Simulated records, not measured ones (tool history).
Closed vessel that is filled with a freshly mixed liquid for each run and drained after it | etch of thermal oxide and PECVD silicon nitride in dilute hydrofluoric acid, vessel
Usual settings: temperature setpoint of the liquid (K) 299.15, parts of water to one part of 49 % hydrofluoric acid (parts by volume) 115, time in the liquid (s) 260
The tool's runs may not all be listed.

run     day  temperature setpoint of the liquid (K)  parts of water to one part of 49 % hydrofluoric acid (parts by volume)  time in the liquid (s)  wafers since the last listed run  hours since the thermometer was replaced  hours since the hydrofluoric acid flow meter was replaced  hours since the gauge calibration  read-back film thickness of the thermal oxide reference wafer, read on the same gauge (nm)  read-back film thickness of the PECVD silicon nitride reference wafer, read on the same gauge (nm)  thickness taken off the thermal oxide on a monitor wafer (nm)  thickness taken off the PECVD silicon nitride on a monitor wafer (nm)
  1       0                                  295.65                                                                     115                     260                                 0                                      24.9                                                      644.7                                109                                                                                      139.99                                                                                                 100                                                          10.33                                                                   9.32
  2   1.775                                  299.15                                                                     115                     260                              2370                                      67.5                                                      687.3                              151.6                                                                                      140.02                                                                                               99.99                                                          11.79                                                                  11.66
  3   5.967                                  295.15                                                                     115                     260                              5597                                     168.1                                                      787.9                              252.2                                                                                      139.98                                                                                              100.05                                                             10                                                                   8.95
  4   7.675                                  299.15                                                                     115                     340                              2281                                     209.1                                                      828.9                              293.2                                                                                      140.02                                                                                              100.04                                                          15.21                                                                  15.25
  5  10.233                                  299.15                                                                     115                     260                              3416                                     270.5                                                      890.3                              354.6                                                                                      140.02                                                                                              100.02                                                          11.54                                                                  11.57
  6  13.033                                  296.15                                                                     115                     345                              3739                                     337.7                                                      957.5                              421.8                                                                                      139.99                                                                                              100.03                                                          13.79                                                                  12.37
  7  16.246                                  299.15                                                                     115                     200                              4289                                     414.8                                                     1034.6                              498.9                                                                                      140.02                                                                                              100.01                                                           8.93                                                                   8.72
  8  18.808                                  299.15                                                                     115                     200                              3421                                     476.3                                                     1096.1                              560.4                                                                                      140.03                                                                                              100.07                                                           8.84                                                                   8.65
  9  20.496                                  299.15                                                                     115                     200                              2253                                     516.8                                                     1136.6                              600.9                                                                                      140.02                                                                                                 100                                                           8.84                                                                   8.59
     21.108  -- thermometer replaced
 10  23.488                                  299.15                                                                     115                     260                              3939                                      57.1                                                     1208.4                              672.7                                                                                         140                                                                                               99.98                                                          11.66                                                                  11.67
 11  26.671                                  299.15                                                                     115                     260                              4250                                     133.5                                                     1284.8                              749.1                                                                                         140                                                                                               99.97                                                          11.68                                                                  11.57
     29.242  -- gauge calibrated
 12    29.3                                  299.15                                                                     115                     260                              3510                                     196.6                                                     1347.9                                1.4                                                                                      139.98                                                                                                 100                                                          11.78                                                                  11.46
     31.754  -- hydrofluoric acid flow meter replaced
 13   32.55                                  295.65                                                                     115                     160                              4284                                     274.6                                                       19.1                               79.4                                                                                         140                                                                                              100.02                                                            6.2                                                                   5.58
 14  35.425                                  299.15                                                                     115                     260                              3839                                     343.6                                                       88.1                              148.4                                                                                      139.99                                                                                                 100                                                          11.49                                                                  11.26
 15  38.133                                  296.15                                                                      85                     175                              3616                                     408.6                                                      153.1                              213.4                                                                                         140                                                                                              100.01                                                           9.53                                                                   8.38
 16  39.762                                  302.15                                                                     140                     370                              2175                                     447.7                                                      192.2                              252.5                                                                                      139.99                                                                                               99.97                                                           14.5                                                                  15.78
 17  43.279                                  300.65                                                                     160                     400                              4696                                     532.1                                                      276.6                              336.9                                                                                      139.97                                                                                              100.01                                                          12.72                                                                  13.53
      45.45  -- thermometer replaced
 18  46.542                                  299.15                                                                     145                     260                              4301                                      26.2                                                      354.9                              415.2                                                                                      139.99                                                                                               99.99                                                              9                                                                   9.37
 19  48.683                                  299.15                                                                     115                     260                              2859                                      77.6                                                      406.3                              466.6                                                                                      140.01                                                                                                 100                                                          11.86                                                                  11.83
 20  50.921                                  302.65                                                                      65                     190                              2987                                     131.3                                                        460                              520.3                                                                                      139.99                                                                                              100.04                                                          18.56                                                                   18.8
 21    53.1                                  297.65                                                                     115                     350                              2910                                     183.6                                                      512.3                              572.6                                                                                      139.99                                                                                              100.02                                                          14.89                                                                   14.2
 22  55.862                                  302.15                                                                     115                     260                              3688                                     249.9                                                      578.6                              638.9                                                                                      139.99                                                                                              100.04                                                          13.17                                                                  14.13
 23  57.621                                  299.15                                                                     115                     260                              2348                                     292.1                                                      620.8                              681.1                                                                                      139.97                                                                                              100.06                                                          11.72                                                                  11.52
 24  61.425                                  295.65                                                                     115                     160                              5080                                     383.4                                                      712.1                              772.4                                                                                      139.99                                                                                               99.96                                                           6.25                                                                   5.56

How the hidden state differs across the entries between the runs, from the last listed run before each to the first after it:
Between runs 9 and 10: thermometer replaced (day 21.108)
  liquid colder than its thermometer reads (K): 0.957 -> 0.318
  measured less the result without the state, thickness taken off the thermal oxide on a monitor wafer (nm): -0.33 -> -0.15; thickness taken off the PECVD silicon nitride on a monitor wafer (nm): -0.55 -> -0.24
Between runs 11 and 12: gauge calibrated (day 29.242)
  liquid colder than its thermometer reads (K): 0.451 -> 0.561
  measured less the result without the state, thickness taken off the thermal oxide on a monitor wafer (nm): -0.2 -> -0.26; thickness taken off the PECVD silicon nitride on a monitor wafer (nm): -0.34 -> -0.42
Between runs 12 and 13: hydrofluoric acid flow meter replaced (day 31.754)
  liquid colder than its thermometer reads (K): 0.561 -> 0.696
  measured less the result without the state, thickness taken off the thermal oxide on a monitor wafer (nm): -0.26 -> -0.17; thickness taken off the PECVD silicon nitride on a monitor wafer (nm): -0.42 -> -0.27
Between runs 17 and 18: thermometer replaced (day 45.45)
  liquid colder than its thermometer reads (K): 1.14 -> 0.134
  measured less the result without the state, thickness taken off the thermal oxide on a monitor wafer (nm): -0.54 -> -0.04; thickness taken off the PECVD silicon nitride on a monitor wafer (nm): -1 -> -0.08
